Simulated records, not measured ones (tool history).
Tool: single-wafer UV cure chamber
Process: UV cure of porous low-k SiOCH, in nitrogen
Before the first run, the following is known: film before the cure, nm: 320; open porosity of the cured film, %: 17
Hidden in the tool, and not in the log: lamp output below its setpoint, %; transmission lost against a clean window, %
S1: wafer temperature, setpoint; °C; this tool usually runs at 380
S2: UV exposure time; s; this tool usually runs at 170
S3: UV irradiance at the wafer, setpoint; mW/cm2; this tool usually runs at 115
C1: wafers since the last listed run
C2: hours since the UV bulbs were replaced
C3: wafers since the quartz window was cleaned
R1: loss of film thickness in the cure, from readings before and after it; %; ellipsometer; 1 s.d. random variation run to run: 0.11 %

run   hour   S1   S2   S3   C1      C2    C3     R1
  1      0  380  170  115    0  1949.4   277  8.489
  2   28.2  380  170  115  159  1977.6   437  8.692
  3     62  380  170  115  191  2011.4   628  8.521
  4   86.3  380  170  115  137  2035.7   766    8.3
  5  118.5  380  170  115  182  2067.9   949  8.091
       141  -- quartz window cleaned
  6  204.2  380  170  115  440  2153.6   358  8.498
  7  223.2  380  170  115  107  2172.6   465  8.487
  8  258.5  380  170  115  200  2207.9   665  8.346
  9  286.7  380  170  115  159  2236.1   825    8.2
 10    308  380  170  115  120  2257.4   946  7.946
     326.3  -- UV bulbs replaced
 11  326.8  380  130  104   61     0.5  1007  6.731
     351.2  -- quartz window cleaned
 12  352.6  380  130  104  100    26.3     7  7.186
 13  385.6  380  170  115  187    59.3   195   8.45
 14  399.7  380  170  115   79    73.4   274  8.424
 15  418.5  380  170  115  106    92.2   381  8.476
 16  434.8  380  170  115   92   108.5   473  8.278
 17  463.9  380  170   95  164   137.6   638  7.468

For run 18, what comes out?
 18  496.9  392  260  80  187  170.6  825   ?

{"run 18": {"R1": 8.488}}
On a tool with no hidden condition, and with the same random variation, this run would have come out at R1 9.359 %.
